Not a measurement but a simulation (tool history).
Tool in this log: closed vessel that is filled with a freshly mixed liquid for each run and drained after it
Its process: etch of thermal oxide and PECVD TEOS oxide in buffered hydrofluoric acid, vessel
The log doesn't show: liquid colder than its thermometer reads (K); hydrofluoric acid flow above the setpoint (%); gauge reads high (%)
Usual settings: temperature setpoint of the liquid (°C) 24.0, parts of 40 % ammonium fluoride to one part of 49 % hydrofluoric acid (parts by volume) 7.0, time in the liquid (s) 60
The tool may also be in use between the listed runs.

| run | hour | temperature setpoint of the liquid (°C) | parts of 40 % ammonium fluoride to one part of 49 % hydrofluoric acid (parts by volume) | time in the liquid (s) | wafers since the last listed run | hours since the thermometer was replaced | hours since the hydrofluoric acid flow meter was replaced | hours since the gauge calibration | read-back film thickness of the thermal oxide reference wafer, read on the same gauge (nm) | read-back film thickness of the PECVD TEOS oxide reference wafer, read on the same gauge (nm) | thickness taken off the thermal oxide on a monitor wafer (Å) | thickness taken off the PECVD TEOS oxide on a monitor wafer (Å) |
|---|---|---|---|---|---|---|---|---|---|---|---|---|
| 1 | 0.0 | 24.0 | 9.0 | 60 | 0 | 293.9 | 106.0 | 2618.5 | 39.99 | 90.00 | 786.2 | 1346.5 |
| 2 | 100.9 | 24.0 | 8.5 | 60 | 10214 | 394.8 | 206.9 | 2719.4 | 40.00 | 90.02 | 835.6 | 1432.3 |
| 3 | 205.1 | 24.0 | 7.0 | 60 | 10548 | 499.0 | 311.1 | 2823.6 | 40.00 | 90.01 | 1029.3 | 1779.5 |
| 4 | 359.1 | 19.5 | 7.0 | 90 | 15590 | 653.0 | 465.1 | 2977.6 | 39.99 | 89.99 | 1202.0 | 2084.4 |
|  | 391.2 | gauge calibrated |
| 5 | 438.5 | 24.0 | 9.5 | 60 | 8038 | 732.4 | 544.5 | 47.3 | 40.01 | 89.99 | 751.3 | 1296.4 |
| 6 | 524.9 | 22.0 | 9.5 | 90 | 8746 | 818.8 | 630.9 | 133.7 | 40.02 | 90.00 | 1016.8 | 1749.2 |
|  | 656.5 | hydrofluoric acid flow meter replaced |
| 7 | 695.6 | 26.5 | 7.0 | 60 | 17179 | 989.5 | 39.1 | 304.4 | 40.00 | 90.00 | 1167.7 | 2020.3 |
| 8 | 750.7 | 24.0 | 7.0 | 50 | 5578 | 1044.6 | 94.2 | 359.5 | 39.98 | 89.99 | 846.1 | 1447.7 |
| 9 | 805.3 | 19.5 | 6.0 | 95 | 5527 | 1099.2 | 148.8 | 414.1 | 40.02 | 90.01 | 1424.9 | 2483.2 |
| 10 | 886.0 | 24.0 | 9.0 | 60 | 8169 | 1179.9 | 229.5 | 494.8 | 40.01 | 89.98 | 777.3 | 1332.5 |
|  | 930.8 | thermometer replaced |
| 11 | 992.0 | 24.0 | 5.0 | 30 | 10629 | 61.2 | 335.5 | 600.8 | 40.01 | 90.02 | 689.3 | 1180.1 |
| 12 | 1058.7 | 24.0 | 7.0 | 75 | 6752 | 127.9 | 402.2 | 667.5 | 40.00 | 89.98 | 1292.3 | 2211.9 |
| 13 | 1111.4 | 19.0 | 5.5 | 45 | 5335 | 180.6 | 454.9 | 720.2 | 40.01 | 90.01 | 721.9 | 1248.6 |
| 14 | 1160.3 | 24.0 | 5.5 | 35 | 4950 | 229.5 | 503.8 | 769.1 | 39.99 | 90.02 | 743.9 | 1269.5 |
| 15 | 1247.0 | 27.0 | 7.0 | 60 | 8777 | 316.2 | 590.5 | 855.8 | 39.99 | 90.00 | 1208.7 | 2095.6 |
| 16 | 1285.4 | 24.0 | 7.0 | 90 | 3887 | 354.6 | 628.9 | 894.2 | 39.97 | 89.98 | 1549.9 | 2652.4 |
|  | 1329.1 | hydrofluoric acid flow meter replaced |
| 17 | 1352.9 | 20.0 | 7.0 | 85 | 6732 | 422.1 | 23.8 | 961.7 | 40.00 | 89.97 | 1166.9 | 2020.3 |

Run 18 is up next; what results do you expect?
| 18 | 1424.7 | 24.0 | 7.0 | 60 | 7268 | 493.9 | 95.6 | 1033.5 | ? | ? | ? | ? |

Run 18 yielded read-back film thickness of the thermal oxide reference wafer, read on the same gauge (nm) 40.02, read-back film thickness of the PECVD TEOS oxide reference wafer, read on the same gauge (nm) 90.01, thickness taken off the thermal oxide on a monitor wafer (Å) 1021.7, thickness taken off the PECVD TEOS oxide on a monitor wafer (Å) 1755.9.
The same run, on a tool lacking any hidden state, would have yielded thickness taken off the thermal oxide on a monitor wafer (Å) 1024.9, thickness taken off the PECVD TEOS oxide on a monitor wafer (Å) 1761.4.
